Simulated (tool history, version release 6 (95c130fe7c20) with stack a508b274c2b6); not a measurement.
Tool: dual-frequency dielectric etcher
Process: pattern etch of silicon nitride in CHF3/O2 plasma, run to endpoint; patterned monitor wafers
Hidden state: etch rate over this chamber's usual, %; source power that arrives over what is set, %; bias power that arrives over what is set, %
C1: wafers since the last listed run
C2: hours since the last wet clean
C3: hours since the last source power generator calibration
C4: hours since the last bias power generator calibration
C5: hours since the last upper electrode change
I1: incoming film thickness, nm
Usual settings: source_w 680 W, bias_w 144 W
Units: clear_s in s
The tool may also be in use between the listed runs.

{"run": 1, "day": 0.0, "source_w": 680, "bias_w": 144, "C1": 0, "C2": 317.4, "C3": 4779.9, "C4": 3889.5, "C5": 4737.9, "I1": 76.6, "clear_s": 57.4}
{"run": 2, "day": 0.383, "source_w": 680, "bias_w": 144, "C1": 131, "C2": 326.6, "C3": 4789.1, "C4": 3898.7, "C5": 4747.1, "I1": 75.4, "clear_s": 56.1}
{"run": 3, "day": 0.862, "source_w": 570, "bias_w": 144, "C1": 163, "C2": 338.1, "C3": 4800.6, "C4": 3910.2, "C5": 4758.6, "I1": 75.6, "clear_s": 59.1}
{"run": 4, "day": 1.508, "source_w": 680, "bias_w": 144, "C1": 220, "C2": 353.6, "C3": 4816.1, "C4": 3925.7, "C5": 4774.1, "I1": 75.8, "clear_s": 57.5}
{"run": 5, "day": 1.862, "source_w": 680, "bias_w": 144, "C1": 121, "C2": 362.1, "C3": 4824.6, "C4": 3934.2, "C5": 4782.6, "I1": 75.4, "clear_s": 56.7}
{"run": 6, "day": 2.608, "source_w": 680, "bias_w": 136, "C1": 254, "C2": 380.0, "C3": 4842.5, "C4": 3952.1, "C5": 4800.5, "I1": 75.2, "clear_s": 58.2}
{"run": 7, "day": 3.183, "source_w": 680, "bias_w": 144, "C1": 196, "C2": 393.8, "C3": 4856.3, "C4": 3965.9, "C5": 4814.3, "I1": 76.2, "clear_s": 57.5}
{"run": 8, "day": 3.675, "source_w": 680, "bias_w": 144, "C1": 168, "C2": 405.6, "C3": 4868.1, "C4": 3977.7, "C5": 4826.1, "I1": 75.3, "clear_s": 55.9}
{"day": 4.346, "done": "source power generator calibrated"}
{"day": 5.192, "done": "upper electrode replaced"}
{"run": 9, "day": 5.212, "source_w": 680, "bias_w": 144, "C1": 179, "C2": 442.5, "C3": 20.8, "C4": 4014.6, "C5": 0.5, "I1": 76.0, "clear_s": 57.3}
{"run": 10, "day": 5.225, "source_w": 680, "bias_w": 144, "C1": 4, "C2": 442.8, "C3": 21.1, "C4": 4014.9, "C5": 0.8, "I1": 75.3, "clear_s": 57.4}
{"run": 11, "day": 5.242, "source_w": 530, "bias_w": 144, "C1": 5, "C2": 443.2, "C3": 21.5, "C4": 4015.3, "C5": 1.2, "I1": 76.6, "clear_s": 60.9}
{"run": 12, "day": 5.621, "source_w": 680, "bias_w": 144, "C1": 129, "C2": 452.3, "C3": 30.6, "C4": 4024.4, "C5": 10.3, "I1": 76.2, "clear_s": 57.7}
{"run": 13, "day": 5.942, "source_w": 560, "bias_w": 164, "C1": 109, "C2": 460.0, "C3": 38.3, "C4": 4032.1, "C5": 18.0, "I1": 75.4, "clear_s": 57.3}
{"day": 6.225, "done": "bias power generator calibrated"}
{"day": 7.096, "done": "wet clean of the chamber"}
{"run": 14, "day": 7.117, "source_w": 850, "bias_w": 164, "C1": 46, "C2": 0.5, "C3": 66.5, "C4": 21.4, "C5": 46.2, "I1": 75.8, "clear_s": 54.4}
{"run": 15, "day": 7.129, "source_w": 560, "bias_w": 162, "C1": 4, "C2": 0.8, "C3": 66.8, "C4": 21.7, "C5": 46.5, "I1": 76.7, "clear_s": 59.9}
{"day": 8.412, "done": "wet clean of the chamber, repeated, since the last time left the tool worse"}
{"run": 16, "day": 8.433, "source_w": 780, "bias_w": 178, "C1": 103, "C2": 0.5, "C3": 98.1, "C4": 53.0, "C5": 77.8, "I1": 75.5, "clear_s": 49.7}
{"run": 17, "day": 8.446, "source_w": 680, "bias_w": 144, "C1": 4, "C2": 0.8, "C3": 98.4, "C4": 53.3, "C5": 78.1, "I1": 75.1, "clear_s": 55.1}
{"run": 18, "day": 9.117, "source_w": 750, "bias_w": 161, "C1": 229, "C2": 16.9, "C3": 114.5, "C4": 69.4, "C5": 94.2, "I1": 75.4, "clear_s": 51.7}
{"run": 19, "day": 9.5, "source_w": 680, "bias_w": 111, "C1": 131, "C2": 26.1, "C3": 123.7, "C4": 78.6, "C5": 103.4, "I1": 75.5, "clear_s": 60.8}
{"run": 20, "day": 10.075, "source_w": 730, "bias_w": 121, "C1": 196, "C2": 39.9, "C3": 137.5, "C4": 92.4, "C5": 117.2, "I1": 75.4, "clear_s": 56.8}
{"run": 21, "day": 10.521, "source_w": 840, "bias_w": 115, "C1": 152, "C2": 50.6, "C3": 148.2, "C4": 103.1, "C5": 127.9, "I1": 75.6, "clear_s": 56.9}

5 ways to go on from here, each from the tool as it stands after run 21. What would each give?
{"run": "A", "day": 10.538, "source_w": 680, "bias_w": 134, "C1": 5, "C2": 51.0, "C3": 148.6, "C4": 103.5, "C5": 128.3, "I1": 76.0, "clear_s": "?"}
{"run": "B", "day": 10.538, "source_w": 810, "bias_w": 129, "C1": 5, "C2": 51.0, "C3": 148.6, "C4": 103.5, "C5": 128.3, "I1": 76.0, "clear_s": "?"}
{"run": "C", "day": 10.538, "source_w": 560, "bias_w": 135, "C1": 5, "C2": 51.0, "C3": 148.6, "C4": 103.5, "C5": 128.3, "I1": 76.0, "clear_s": "?"}
{"run": "D", "day": 10.538, "source_w": 630, "bias_w": 144, "C1": 5, "C2": 51.0, "C3": 148.6, "C4": 103.5, "C5": 128.3, "I1": 76.0, "clear_s": "?"}
{"run": "E", "day": 10.538, "source_w": 750, "bias_w": 178, "C1": 5, "C2": 51.0, "C3": 148.6, "C4": 103.5, "C5": 128.3, "I1": 76.0, "clear_s": "?"}

run=A clear_s=57.9
run=B clear_s=56.3
run=C clear_s=60.2
run=D clear_s=57.5
run=E clear_s=51.6
Without the tool's hidden state the same runs would have given:
run=A clear_s=57.4
run=B clear_s=55.8
run=C clear_s=59.7
run=D clear_s=57.1
run=E clear_s=51.2
